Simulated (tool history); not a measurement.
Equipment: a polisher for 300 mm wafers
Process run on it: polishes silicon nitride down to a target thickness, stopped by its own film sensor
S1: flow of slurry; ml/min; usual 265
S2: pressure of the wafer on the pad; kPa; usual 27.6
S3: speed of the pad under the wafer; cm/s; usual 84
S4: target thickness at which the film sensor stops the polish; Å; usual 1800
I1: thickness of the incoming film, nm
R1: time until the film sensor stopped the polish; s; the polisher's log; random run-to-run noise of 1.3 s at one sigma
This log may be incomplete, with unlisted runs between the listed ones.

run,hour,S1,S2,S3,S4,I1,R1
1,0,265,27.6,106,1800,310.9,59.6
2,41.5,265,27.6,102,1800,312.2,61.8
# hour 53.8: worn pad replaced by a new one
3,87.3,265,27.6,84,1800,312,73.1
4,162.2,265,27.6,84,1800,312.7,73.4
# hour 167.1: slurry nozzle cleaned
5,256,265,27.6,84,1800,307,69.9
6,349.2,265,27.6,84,1800,308.3,70.2
7,433.8,265,27.6,84,1800,313,74.2
# hour 479.6: worn pad replaced by a new one
8,526.1,265,33.8,84,1800,309.6,59.8
# hour 566.9: slurry nozzle cleaned
9,582.4,265,33.8,84,1800,311.3,61.6
# hour 661.9: head pressure recalibrated
10,677.5,265,33.8,84,1800,308.5,60.1
11,758.9,265,21.4,62,1800,316,119.2
12,831.3,265,21.4,62,1800,314,115.7
# hour 841.9: worn pad replaced by a new one
# hour 1028.5: slurry nozzle cleaned, repeated, since the last time left the tool worse
13,1039.8,265,27.6,84,1800,310.3,69.3
14,1101.7,265,24.1,84,2120,311.1,60.6
15,1152.2,265,20.7,84,2170,307.8,63
# hour 1200.2: worn pad replaced by a new one
16,1200.7,265,27.6,84,1800,311.7,72
17,1295.1,265,27.6,76,1500,310.8,89.6
# hour 1466.7: head pressure recalibrated
# hour 1498.1: slurry nozzle cleaned
18,1554.5,195,33.8,54,1540,312.2,99
19,1619.1,315,27.6,84,1800,310.2,67.8
# hour 1674.6: worn pad replaced by a new one
20,1675.1,265,35.2,84,2160,310.7,41.8
21,1741.2,305,24.1,106,2180,311.7,47.2
22,1804.3,265,27.6,84,1800,313.7,74.8
23,1845.2,265,34.5,84,1800,306.7,57.5
# hour 1888: slurry nozzle cleaned
24,1922.5,185,31.7,84,2110,309.1,48.3
25,1961,200,27.6,84,1800,310.3,72.2
26,2046.9,265,27.6,84,1800,311.2,69.8
27,2083,265,20,84,1470,304,111.9

Predict each of these 4 candidate next runs independently; none follows another, all start after run 27:
A,2083.4,265,27.6,84,1800,308.5,?
B,2083.4,340,27.6,84,1630,308.5,?
C,2083.4,175,31,84,1800,308.5,?
D,2083.4,265,35.9,84,1800,308.5,?

run,R1
A,69.8
B,77.1
C,66.6
D,55.4
Without the tool's hidden state the same runs would have given:
run,R1
A,69.1
B,76.5
C,65.7
D,54.8
